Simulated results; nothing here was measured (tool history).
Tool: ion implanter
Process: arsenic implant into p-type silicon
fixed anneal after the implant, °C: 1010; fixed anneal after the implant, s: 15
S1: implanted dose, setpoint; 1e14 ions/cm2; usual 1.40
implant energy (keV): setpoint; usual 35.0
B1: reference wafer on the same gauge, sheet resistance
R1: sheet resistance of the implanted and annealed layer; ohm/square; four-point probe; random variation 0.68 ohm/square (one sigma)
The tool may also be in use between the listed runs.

run 1 hour=0.0 | S1=1.40 implant_energy_(keV)=26.0 | B1=424.07 | R1=473.62
run 2 hour=70.9 | S1=1.40 implant_energy_(keV)=26.0 | B1=423.96 | R1=475.99
run 3 hour=139.8 | S1=1.40 implant_energy_(keV)=26.0 | B1=424.05 | R1=473.50
run 4 hour=182.3 | S1=1.40 implant_energy_(keV)=35.0 | B1=423.98 | R1=450.48
run 5 hour=358.9 | S1=1.40 implant_energy_(keV)=35.0 | B1=424.13 | R1=450.09
run 6 hour=424.5 | S1=1.40 implant_energy_(keV)=35.0 | B1=423.87 | R1=450.13
run 7 hour=494.0 | S1=1.40 implant_energy_(keV)=35.0 | B1=423.91 | R1=449.81
-- hour=526.5 extraction supply calibrated
run 8 hour=554.4 | S1=1.40 implant_energy_(keV)=35.0 | B1=424.02 | R1=451.21
-- hour=577.7 gauge calibrated
run 9 hour=764.0 | S1=1.40 implant_energy_(keV)=35.0 | B1=423.87 | R1=449.00
-- hour=788.0 Faraday cup replaced and dose calibrated
run 10 hour=979.7 | S1=1.40 implant_energy_(keV)=35.0 | B1=423.94 | R1=455.07
run 11 hour=1055.5 | S1=1.67 implant_energy_(keV)=29.0 | B1=423.95 | R1=412.50
run 12 hour=1126.7 | S1=1.40 implant_energy_(keV)=35.0 | B1=423.82 | R1=454.31
run 13 hour=1178.1 | S1=1.51 implant_energy_(keV)=30.0 | B1=424.13 | R1=441.61
run 14 hour=1242.6 | S1=1.74 implant_energy_(keV)=46.5 | B1=424.03 | R1=371.13
run 15 hour=1290.9 | S1=1.13 implant_energy_(keV)=39.0 | B1=424.06 | R1=515.82
run 16 hour=1341.2 | S1=1.15 implant_energy_(keV)=35.0 | B1=423.98 | R1=519.11
run 17 hour=1509.8 | S1=1.40 implant_energy_(keV)=35.0 | B1=424.03 | R1=452.60
run 18 hour=1550.8 | S1=1.59 implant_energy_(keV)=39.0 | B1=423.98 | R1=406.73
run 19 hour=1582.1 | S1=1.40 implant_energy_(keV)=44.0 | B1=423.97 | R1=434.23
run 20 hour=1616.2 | S1=1.40 implant_energy_(keV)=35.0 | B1=423.99 | R1=451.23

3 ways to go on from here, each from the tool as it stands after run 20. What would each give?
run A hour=1616.6 | S1=1.75 implant_energy_(keV)=35.0 | B1=? | R1=?
run B hour=1616.6 | S1=1.75 implant_energy_(keV)=25.0 | B1=? | R1=?
run C hour=1616.6 | S1=1.28 implant_energy_(keV)=26.0 | B1=? | R1=?

run=A B1=423.96 R1=386.57
run=B B1=423.96 R1=407.70
run=C B1=423.96 R1=507.41
Without the tool's hidden state the same runs would have given:
run=A R1=388.95
run=B R1=410.27
run=C R1=510.50
